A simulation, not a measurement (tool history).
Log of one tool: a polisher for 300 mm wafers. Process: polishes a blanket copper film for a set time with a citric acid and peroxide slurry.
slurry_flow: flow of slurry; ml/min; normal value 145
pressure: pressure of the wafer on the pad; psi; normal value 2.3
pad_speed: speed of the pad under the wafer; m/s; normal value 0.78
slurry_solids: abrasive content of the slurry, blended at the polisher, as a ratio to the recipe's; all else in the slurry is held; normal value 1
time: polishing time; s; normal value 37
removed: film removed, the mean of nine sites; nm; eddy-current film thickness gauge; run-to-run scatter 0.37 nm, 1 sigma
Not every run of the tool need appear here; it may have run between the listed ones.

run    hour  slurry_flow  pressure  pad_speed  slurry_solids  time  wafers since the last listed run  wafers polished on this pad  hours since the slurry nozzle was cleaned  hours since the head pressure was calibrated  hours since the slurry blender was calibrated  incoming thickness of the incoming film, nm  removed
  1       0          145       2.3       0.78              1    37                                 0                           74                                      736.1                                         242.3                                          554.9                                        828.9     43.1
       65.7  -- slurry blender recalibrated
  2    66.7          145       2.3       0.88              1    37                               406                          481                                      802.8                                           309                                              1                                        818.7     50.3
      127.1  -- slurry nozzle cleaned
  3   158.9          145       2.3       0.88              1    37                               573                         1055                                       31.8                                         401.2                                           93.2                                        810.8     50.1
  4   249.4          120       2.3       0.78              1    37                               569                         1624                                      122.3                                         491.7                                          183.7                                          822     44.2
      281.2  -- head pressure recalibrated
  5   343.1          145       2.3       0.78              1    37                               576                         2201                                        216                                          61.9                                          277.4                                          821       44
  6   410.9          145       2.3       0.78              1    29                               426                         2628                                      283.8                                         129.7                                          345.2                                        827.6     34.8
  7     510          145       2.3       0.78              1    29                               623                         3251                                      382.9                                         228.8                                          444.3                                        823.8     34.4
  8     555          170       2.3       0.78              1    37                               283                         3534                                      427.9                                         273.8                                          489.3                                        810.7     44.2
      617.1  -- worn pad replaced by a new one
  9   650.8          145       2.3       0.78              1    37                               577                          211                                      523.7                                         369.6                                          585.1                                        821.1     43.1
      691.1  -- slurry blender recalibrated
 10   700.4          145       2.3       0.78              1    37                               299                          511                                      573.3                                         419.2                                            9.3                                        829.2     45.8
 11   751.6          145       2.3       0.78              1    37                               322                          833                                      624.5                                         470.4                                           60.5                                        827.4     45.4
 12   830.8          145       2.3       0.78              1    37                               498                         1331                                      703.7                                         549.6                                          139.7                                        810.2     44.9
        882  -- slurry nozzle cleaned
 13   889.7          145       2.3       0.78              1    37                               364                         1695                                        7.7                                         608.5                                          198.6                                        827.5     44.9
      930.8  -- head pressure recalibrated
 14   957.4          145       2.3       0.78              1    50                               413                         2109                                       75.4                                          26.6                                          266.3                                        815.4     59.4
 15  1054.4          145       2.3       0.92              1    37                               610                         2719                                      172.4                                         123.6                                          363.3                                        825.1     49.5
 16  1091.3          145       2.3       0.78              1    37                               232                         2951                                      209.3                                         160.5                                          400.2                                          811     44.2
 17  1145.5          145       2.5       0.78            1.3    37                               340                         3292                                      263.5                                         214.7                                          454.4                                        835.2     48.3
     1190.5  -- slurry blender recalibrated
 18  1199.1          145       2.3       1.06              1    37                               324                         3616                                      317.1                                         268.3                                            8.6                                        815.3     57.6
     1233.8  -- worn pad replaced by a new one
 19  1278.4          145       1.8       0.58           1.25    37                               473                          280                                      396.4                                         347.6                                           87.9                                        819.2     31.8
 20    1344          190       2.3       0.78            1.3    33                               412                          693                                        462                                         413.2                                          153.5                                        823.9     43.4
 21  1427.4          145       2.5       0.78              1    37                               524                         1217                                      545.4                                         496.6                                          236.9                                        824.8     47.5
 22  1510.9          190       2.1       1.02           0.85    37                               525                         1742                                      628.9                                         580.1                                          320.4                                        826.4     50.5
     1519.9  -- head pressure recalibrated
 23  1574.3          145       1.5       0.78           0.75    43                               386                         2129                                      692.3                                          54.4                                          383.8                                        825.1     34.1
 24  1642.8          145       2.3       0.56              1    37                               430                         2559                                      760.8                                         122.9                                          452.3                                        825.3     34.5
     1731.3  -- worn pad replaced by a new one
     1801.9  -- slurry blender recalibrated
     1809.1  -- slurry nozzle cleaned
 25  1933.4          130       2.3       0.92           0.75    37                              1783                         1252                                      124.3                                         413.5                                          131.5                                        811.6       48
 26  1983.3          145       2.3       0.78              1    37                               313                         1566                                      174.2                                         463.4                                          181.4                                        814.5       44
     2130.3  -- head pressure recalibrated
 27  2130.8          145       2.3       0.86              1    34                               915                         2481                                      321.7                                           0.5                                          328.9                                        816.4     43.2
 28  2202.2          110         3       0.54            1.3    37                               449                         2930                                      393.1                                          71.9                                          400.3                                        810.7     42.6
     2243.2  -- worn pad replaced by a new one
 29  2253.5          115       2.5       0.78              1    37                               297                           64                                      444.4                                         123.2                                          451.6                                        810.6     45.4
       2306  -- slurry blender recalibrated
 30  2344.6          145       2.3       0.78           0.75    30                               560                          625                                      535.5                                         214.3                                           38.6                                        813.7     35.2

Table of differences, measured result less the result of that run with no hidden state. Run-to-run variation is the same in both. Gauge scatter possibly is not:
Hidden conditions of the tool in this case: removal rate lost through wear of the pad, %; slurry flow missing at the pad, %; deviation of the head's pressure from its setpoint, %; abrasive missing from the slurry, %.
run  removed
  1       -3
  2     -0.2
  3     -0.6
  4       -1
  5     -1.5
  6     -1.5
  7     -1.9
  8     -2.7
  9     -3.2
 10     -0.3
 11     -0.5
 12     -0.9
 13     -1.2
 14       -2
 15     -2.3
 16     -2.3
 17     -2.9
 18     -0.2
 19     -0.4
 20     -0.8
 21     -1.3
 22     -1.8
 23     -1.5
 24     -1.8
 25     -1.1
 26     -1.3
 27       -2
 28     -2.4
 29     -2.8
 30     -0.2

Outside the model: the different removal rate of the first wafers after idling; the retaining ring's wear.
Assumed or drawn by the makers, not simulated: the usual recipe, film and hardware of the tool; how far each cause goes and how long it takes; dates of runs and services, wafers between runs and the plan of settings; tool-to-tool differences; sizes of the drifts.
